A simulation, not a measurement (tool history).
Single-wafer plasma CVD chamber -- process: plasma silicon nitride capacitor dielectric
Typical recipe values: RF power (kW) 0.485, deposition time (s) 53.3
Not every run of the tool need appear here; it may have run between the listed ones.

run	day	RF power (kW)	deposition time (s)	wafers since the last listed run	hours since the last RF generator calibration	hours since the showerhead was replaced	hours since the gauge calibration	read-back reference wafer on the same gauge, thickness_nm	mean film thickness on the monitor wafer (Å)
1	0.000	0.485	53.3	0	477.4	1270.0	1060.7	74.653	788.61
2	2.225	0.485	53.3	697	530.8	1323.4	1114.1	74.851	793.62
# day 3.192: gauge calibrated
3	3.679	0.485	53.3	455	565.7	1358.3	11.7	74.758	791.08
4	6.038	0.485	53.3	739	622.3	1414.9	68.3	74.596	790.84
5	7.967	0.485	57.6	604	668.6	1461.2	114.6	74.606	850.70
6	11.417	0.485	57.6	1081	751.4	1544.0	197.4	74.699	860.29
7	14.325	0.485	57.6	911	821.2	1613.8	267.2	74.616	849.32
8	18.796	0.485	53.3	1401	928.5	1721.1	374.5	74.648	788.29
9	23.017	0.485	53.3	1322	1029.8	1822.4	475.8	74.631	792.32
10	25.983	0.485	53.3	929	1101.0	1893.6	547.0	74.576	787.59
11	28.367	0.485	53.3	746	1158.2	1950.8	604.2	74.736	787.68
12	29.658	0.485	53.3	404	1189.2	1981.8	635.2	74.488	786.76
13	31.721	0.485	58.0	646	1238.7	2031.3	684.7	74.725	859.97
14	33.046	0.485	58.0	415	1270.5	2063.1	716.5	74.629	853.44
15	34.046	0.485	58.0	313	1294.5	2087.1	740.5	74.576	861.00
16	41.667	0.485	49.5	2388	1477.4	2270.0	923.4	74.669	729.78
17	43.529	0.425	42.8	583	1522.1	2314.7	968.1	74.959	616.80
# day 44.488: showerhead replaced
18	44.625	0.485	53.3	238	1548.4	3.3	994.4	74.641	791.21
19	45.871	0.535	53.3	390	1578.3	33.2	1024.3	74.824	801.10
# day 47.696: RF generator calibrated
20	48.658	0.485	47.3	769	23.1	100.1	1091.2	74.689	701.42
21	51.179	0.530	57.9	790	83.6	160.6	1151.7	74.736	867.43
22	52.258	0.555	45.2	338	109.5	186.5	1177.6	74.868	684.26
23	53.750	0.485	53.3	467	145.3	222.3	1213.4	74.685	784.86
# day 56.575: gauge calibrated
24	56.717	0.515	47.4	929	216.5	293.5	3.4	74.551	709.64
25	60.729	0.485	53.3	1257	312.8	389.8	99.7	74.572	786.12
26	62.708	0.485	53.3	620	360.3	437.3	147.2	74.777	794.09
27	65.250	0.520	48.8	796	421.3	498.3	208.2	74.768	735.34
28	67.800	0.460	59.7	799	482.5	559.5	269.4	74.511	881.39
29	74.833	0.420	53.3	2204	651.3	728.3	438.2	74.537	765.15
30	76.542	0.485	43.5	535	692.3	769.3	479.2	74.702	650.39
31	78.946	0.485	53.3	753	750.0	827.0	536.9	74.645	785.08

What differs in the tool's unlogged condition from the final listed run ahead of each entry between runs to the first listed run following it?
Between runs 2 and 3: gauge calibrated (day 3.192)
  no hidden state differs between the two runs
Between runs 17 and 18: showerhead replaced (day 44.488)
  no hidden state differs between the two runs
Between runs 19 and 20: RF generator calibrated (day 47.696)
  no hidden state differs between the two runs
Between runs 23 and 24: gauge calibrated (day 56.575)
  no hidden state differs between the two runs
